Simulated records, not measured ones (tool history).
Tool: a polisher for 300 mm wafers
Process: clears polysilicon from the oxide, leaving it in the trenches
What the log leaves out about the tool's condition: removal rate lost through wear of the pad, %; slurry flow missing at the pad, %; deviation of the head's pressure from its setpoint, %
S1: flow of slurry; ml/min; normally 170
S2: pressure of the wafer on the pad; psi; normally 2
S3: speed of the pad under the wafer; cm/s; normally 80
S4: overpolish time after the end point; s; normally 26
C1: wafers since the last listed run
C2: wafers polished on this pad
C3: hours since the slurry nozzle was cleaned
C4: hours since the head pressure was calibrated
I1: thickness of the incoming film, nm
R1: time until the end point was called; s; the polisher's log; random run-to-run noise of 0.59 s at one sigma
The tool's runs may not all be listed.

run    hour   S1   S2   S3  S4    C1    C2     C3     C4     I1    R1
  1       0  170    2   80  26     0  1235    337  528.8  395.9  38.6
  2    87.4  170    2   80  26   874  2110  424.4  616.2  388.7    37
  3   176.4  170  1.8   80  26   890  3001  513.4  705.2  392.8  42.2
      227.3  -- worn pad replaced by a new one
  4     231  170    2   80  26   506    37    568  759.8  387.9  36.6
  5   280.3  170    2   80  26   493   530  617.3  809.1  392.7  38.4
      350.7  -- head pressure recalibrated
  6   351.2  170    2   80  26   689  1220  688.2    0.5  394.1  48.4
      364.4  -- slurry nozzle cleaned
  7   389.2  135  1.7   80  26   370  1590   24.8   38.5  391.8  59.2
  8   482.8  135  1.7   80  26   936  2527  118.4  132.1  384.7  56.1
  9   535.1  135  1.7   80  26   523  3050  170.7  184.4  395.1  56.3
      597.1  -- worn pad replaced by a new one
      631.2  -- head pressure recalibrated, repeated, since the last time left the tool worse
 10     640  170    2   52  26   989   409  275.6    8.8  392.8    60
 11   676.4  170    2   80  26   364   773    312   45.2  393.4  39.6
 12     959  170    2  102  26  2828  3601  594.6  327.8  397.8    32
      970.1  -- worn pad replaced by a new one
 13  1018.9  170    2   80  26   559   487  654.5  387.7  390.5  38.8
 14  1074.1  130    2   80  20   552  1040  709.7  442.9  385.9  39.9
     1108.1  -- slurry nozzle cleaned
 15  1133.5  170  1.7   72  17   584  1624   25.4  502.3  387.5    49
 16  1184.6  170    2   80  26   511  2136   76.5  553.4  390.9  38.5

Run 17 is up next; what results do you expect?
 17  1279.9  170   2  60  26  953  3090  171.8  648.7  386.8   ?

{"run 17": {"R1": 48.6}}
Minus the tool's unlogged condition, the same run would have read R1 52.4 s.

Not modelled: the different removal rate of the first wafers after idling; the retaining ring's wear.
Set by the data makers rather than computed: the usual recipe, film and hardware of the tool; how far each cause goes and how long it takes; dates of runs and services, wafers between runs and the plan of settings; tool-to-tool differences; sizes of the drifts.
